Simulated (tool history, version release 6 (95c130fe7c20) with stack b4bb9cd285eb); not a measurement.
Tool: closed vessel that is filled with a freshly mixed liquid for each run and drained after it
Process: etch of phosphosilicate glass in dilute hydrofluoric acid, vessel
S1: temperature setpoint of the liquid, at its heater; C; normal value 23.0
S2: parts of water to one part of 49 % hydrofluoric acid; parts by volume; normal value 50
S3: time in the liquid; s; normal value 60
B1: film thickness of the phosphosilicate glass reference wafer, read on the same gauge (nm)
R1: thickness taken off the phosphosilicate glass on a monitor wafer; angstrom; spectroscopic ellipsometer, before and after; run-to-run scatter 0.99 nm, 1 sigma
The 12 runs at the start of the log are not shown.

Run 13, hour 355.4: usual settings but S1 25.5 C; B1 140.01. Result: R1 1352.8 angstrom.
Run 14, hour 390.9: usual settings but S1 19.5 C; B1 140.03. Result: R1 1061.4 angstrom.
Run 15, hour 440.1: usual settings; B1 139.99. Result: R1 1225.2 angstrom.
Run 16, hour 470.0: usual settings; B1 140.00. Result: R1 1237.7 angstrom.
At hour 487.6: gauge calibrated.
Run 17, hour 499.3: usual settings; B1 140.01. Result: R1 1233.2 angstrom.
Run 18, hour 606.3: usual settings; B1 140.03. Result: R1 1264.1 angstrom.
Run 19, hour 621.3: usual settings; B1 140.00. Result: R1 1247.6 angstrom.
Run 20, hour 646.4: usual settings but S2 30 parts by volume, S3 95 s; B1 140.02. Result: R1 3387.6 angstrom.
Run 21, hour 664.9: usual settings but S1 25.5 C, S2 35 parts by volume, S3 50 s; B1 140.03. Result: R1 1698.5 angstrom.
Run 22, hour 688.8: usual settings but S1 27.0 C, S2 70 parts by volume, S3 35 s; B1 140.00. Result: R1 605.5 angstrom.
Run 23, hour 723.9: usual settings but S1 28.0 C; B1 140.00. Result: R1 1546.1 angstrom.
Run 24, hour 739.4: usual settings but S1 26.5 C; B1 140.00. Result: R1 1463.9 angstrom.
Run 25, hour 758.4: usual settings but S3 70 s; B1 140.00. Result: R1 1469.9 angstrom.
Run 26, hour 790.1: usual settings but S2 65 parts by volume; B1 139.99. Result: R1 954.7 angstrom.
Run 27, hour 811.6: usual settings but S1 20.5 C, S3 35 s; B1 139.99. Result: R1 677.8 angstrom.
Run 28, hour 838.2: usual settings but S3 35 s; B1 140.00. Result: R1 747.1 angstrom.
Run 29, hour 855.9: usual settings but S1 24.5 C; B1 140.04. Result: R1 1359.1 angstrom.
Run 30, hour 875.9: usual settings but S1 25.5 C, S2 25 parts by volume; B1 139.98. Result: R1 2972.8 angstrom.
Run 31, hour 909.3: usual settings; B1 140.00. Result: R1 1285.5 angstrom.
Run 32, hour 936.7: usual settings but S1 19.0 C, S2 35 parts by volume; B1 139.99. Result: R1 1588.4 angstrom.

What if the next run were any one of these 4? Each begins from the tool's condition after run 32:
Run A, hour 937.4: usual settings; B1 ?. Result: R1 ?.
Run B, hour 937.4: usual settings but S1 18.5 C, S2 75 parts by volume, S3 35 s; B1 ?. Result: R1 ?.
Run C, hour 937.4: usual settings but S1 20.5 C, S3 80 s; B1 ?. Result: R1 ?.
Run D, hour 937.4: usual settings but S2 35 parts by volume; B1 ?. Result: R1 ?.

run      B1      R1
  A  140.01  1303.8
  B  140.01   408.3
  C  140.01  1565.9
  D  140.01  1897.4
What these runs would have given with no unlogged condition in the tool:
run      R1
  A  1179.5
  B   368.7
  C  1416.3
  D  1718.3

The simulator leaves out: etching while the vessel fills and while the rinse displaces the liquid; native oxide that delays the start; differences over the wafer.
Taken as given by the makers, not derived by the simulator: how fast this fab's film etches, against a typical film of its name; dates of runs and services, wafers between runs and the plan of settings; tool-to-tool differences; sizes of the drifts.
